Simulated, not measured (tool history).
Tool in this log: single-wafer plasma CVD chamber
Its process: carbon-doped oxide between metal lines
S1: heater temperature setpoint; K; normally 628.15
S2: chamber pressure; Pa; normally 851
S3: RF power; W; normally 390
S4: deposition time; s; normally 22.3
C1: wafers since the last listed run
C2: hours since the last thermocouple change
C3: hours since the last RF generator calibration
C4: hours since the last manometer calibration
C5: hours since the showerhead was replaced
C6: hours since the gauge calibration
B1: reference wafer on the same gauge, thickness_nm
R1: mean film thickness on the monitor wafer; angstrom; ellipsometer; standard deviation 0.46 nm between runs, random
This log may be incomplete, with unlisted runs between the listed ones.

{"run": 1, "hour": 0.0, "S1": 628.15, "S2": 851, "S3": 390, "S4": 22.3, "C1": 0, "C2": 1392.1, "C3": 1497.4, "C4": 995.7, "C5": 5461.6, "C6": 468.1, "B1": 85.045, "R1": 930.42}
{"hour": 51.5, "done": "capacitance manometer re-zeroed and calibrated"}
{"run": 2, "hour": 87.2, "S1": 628.15, "S2": 851, "S3": 360, "S4": 22.3, "C1": 2231, "C2": 1479.3, "C3": 1584.6, "C4": 35.7, "C5": 5548.8, "C6": 555.3, "B1": 85.047, "R1": 853.99}
{"run": 3, "hour": 232.4, "S1": 628.15, "S2": 851, "S3": 390, "S4": 22.3, "C1": 4091, "C2": 1624.5, "C3": 1729.8, "C4": 180.9, "C5": 5694, "C6": 700.5, "B1": 85.084, "R1": 914.09}
{"run": 4, "hour": 299.1, "S1": 628.15, "S2": 851, "S3": 390, "S4": 22.3, "C1": 1879, "C2": 1691.2, "C3": 1796.5, "C4": 247.6, "C5": 5760.7, "C6": 767.2, "B1": 85.143, "R1": 902.28}
{"run": 5, "hour": 361.3, "S1": 628.15, "S2": 851, "S3": 390, "S4": 22.3, "C1": 1752, "C2": 1753.4, "C3": 1858.7, "C4": 309.8, "C5": 5822.9, "C6": 829.4, "B1": 85.084, "R1": 901.77}
{"run": 6, "hour": 452.0, "S1": 628.15, "S2": 851, "S3": 390, "S4": 22.3, "C1": 2555, "C2": 1844.1, "C3": 1949.4, "C4": 400.5, "C5": 5913.6, "C6": 920.1, "B1": 85.127, "R1": 909.35}
{"run": 7, "hour": 522.7, "S1": 628.15, "S2": 851, "S3": 390, "S4": 22.3, "C1": 1992, "C2": 1914.8, "C3": 2020.1, "C4": 471.2, "C5": 5984.3, "C6": 990.8, "B1": 85.099, "R1": 902.5}
{"run": 8, "hour": 586.3, "S1": 628.15, "S2": 851, "S3": 390, "S4": 22.3, "C1": 1792, "C2": 1978.4, "C3": 2083.7, "C4": 534.8, "C5": 6047.9, "C6": 1054.4, "B1": 85.114, "R1": 901.02}
{"run": 9, "hour": 664.2, "S1": 628.15, "S2": 851, "S3": 390, "S4": 22.3, "C1": 2195, "C2": 2056.3, "C3": 2161.6, "C4": 612.7, "C5": 6125.8, "C6": 1132.3, "B1": 85.087, "R1": 901.91}
{"run": 10, "hour": 764.6, "S1": 634.15, "S2": 851, "S3": 390, "S4": 22.3, "C1": 2829, "C2": 2156.7, "C3": 2262, "C4": 713.1, "C5": 6226.2, "C6": 1232.7, "B1": 85.068, "R1": 878.99}
{"hour": 778.5, "done": "gauge calibrated"}
{"hour": 837.9, "done": "showerhead replaced"}
{"run": 11, "hour": 838.4, "S1": 628.15, "S2": 851, "S3": 390, "S4": 22.3, "C1": 1854, "C2": 2230.5, "C3": 2335.8, "C4": 786.9, "C5": 0.5, "C6": 59.9, "B1": 85.124, "R1": 888.53}
{"hour": 849.2, "done": "thermocouple changed; heater temperature recalibrated"}
{"run": 12, "hour": 919.9, "S1": 628.15, "S2": 1012, "S3": 335, "S4": 26.7, "C1": 2071, "C2": 70.7, "C3": 2417.3, "C4": 868.4, "C5": 82, "C6": 141.4, "B1": 85.1, "R1": 947.27}
{"run": 13, "hour": 978.3, "S1": 628.15, "S2": 743, "S3": 390, "S4": 18.8, "C1": 1645, "C2": 129.1, "C3": 2475.7, "C4": 926.8, "C5": 140.4, "C6": 199.8, "B1": 85.095, "R1": 741.46}
{"run": 14, "hour": 1067.5, "S1": 628.15, "S2": 851, "S3": 390, "S4": 22.3, "C1": 2513, "C2": 218.3, "C3": 2564.9, "C4": 1016, "C5": 229.6, "C6": 289, "B1": 85.16, "R1": 869.92}
{"hour": 1126.7, "done": "RF generator calibrated"}
{"hour": 1157.9, "done": "capacitance manometer re-zeroed and calibrated"}
{"run": 15, "hour": 1158.4, "S1": 634.15, "S2": 663, "S3": 390, "S4": 22.3, "C1": 2110, "C2": 309.2, "C3": 31.7, "C4": 0.5, "C5": 320.5, "C6": 379.9, "B1": 85.089, "R1": 908.86}
{"run": 16, "hour": 1248.1, "S1": 628.15, "S2": 851, "S3": 390, "S4": 22.3, "C1": 2527, "C2": 398.9, "C3": 121.4, "C4": 90.2, "C5": 410.2, "C6": 469.6, "B1": 85.113, "R1": 951.17}
{"run": 17, "hour": 1367.4, "S1": 618.15, "S2": 1049, "S3": 435, "S4": 19.9, "C1": 3361, "C2": 518.2, "C3": 240.7, "C4": 209.5, "C5": 529.5, "C6": 588.9, "B1": 85.088, "R1": 962.63}
{"run": 18, "hour": 1415.2, "S1": 620.15, "S2": 851, "S3": 390, "S4": 25.3, "C1": 1346, "C2": 566, "C3": 288.5, "C4": 257.3, "C5": 577.3, "C6": 636.7, "B1": 85.027, "R1": 1094.91}
{"run": 19, "hour": 1471.8, "S1": 641.15, "S2": 851, "S3": 390, "S4": 22.3, "C1": 1594, "C2": 622.6, "C3": 345.1, "C4": 313.9, "C5": 633.9, "C6": 693.3, "B1": 85.021, "R1": 906.21}

How the hidden state differs across the entries between the runs, from the last listed run before each to the first after it:
Runs 1 to 2: capacitance manometer re-zeroed and calibrated (hour 51.5)
  delivered RF power above the setpoint (%): -3.92 -> -4.28
  the result without the hidden state subtracted from the measured one, R1: -30.4 -> -30.92 angstrom
Runs 10 to 11: gauge calibrated (hour 778.5); showerhead replaced (hour 837.9)
  delivered RF power above the setpoint (%): -7.71 -> -8.16
  the result without the hidden state subtracted from the measured one, R1: -58.96 -> -63.37 angstrom
Runs 11 to 12: thermocouple changed; heater temperature recalibrated (hour 849.2)
  delivered RF power above the setpoint (%): -8.16 -> -8.67
  the result without the hidden state subtracted from the measured one, R1: -63.37 -> -73.72 angstrom
Runs 14 to 15: RF generator calibrated (hour 1126.7); capacitance manometer re-zeroed and calibrated (hour 1157.9)
  delivered RF power above the setpoint (%): -9.64 -> -1.19
  the result without the hidden state subtracted from the measured one, R1: -74.48 -> -8.57 angstrom
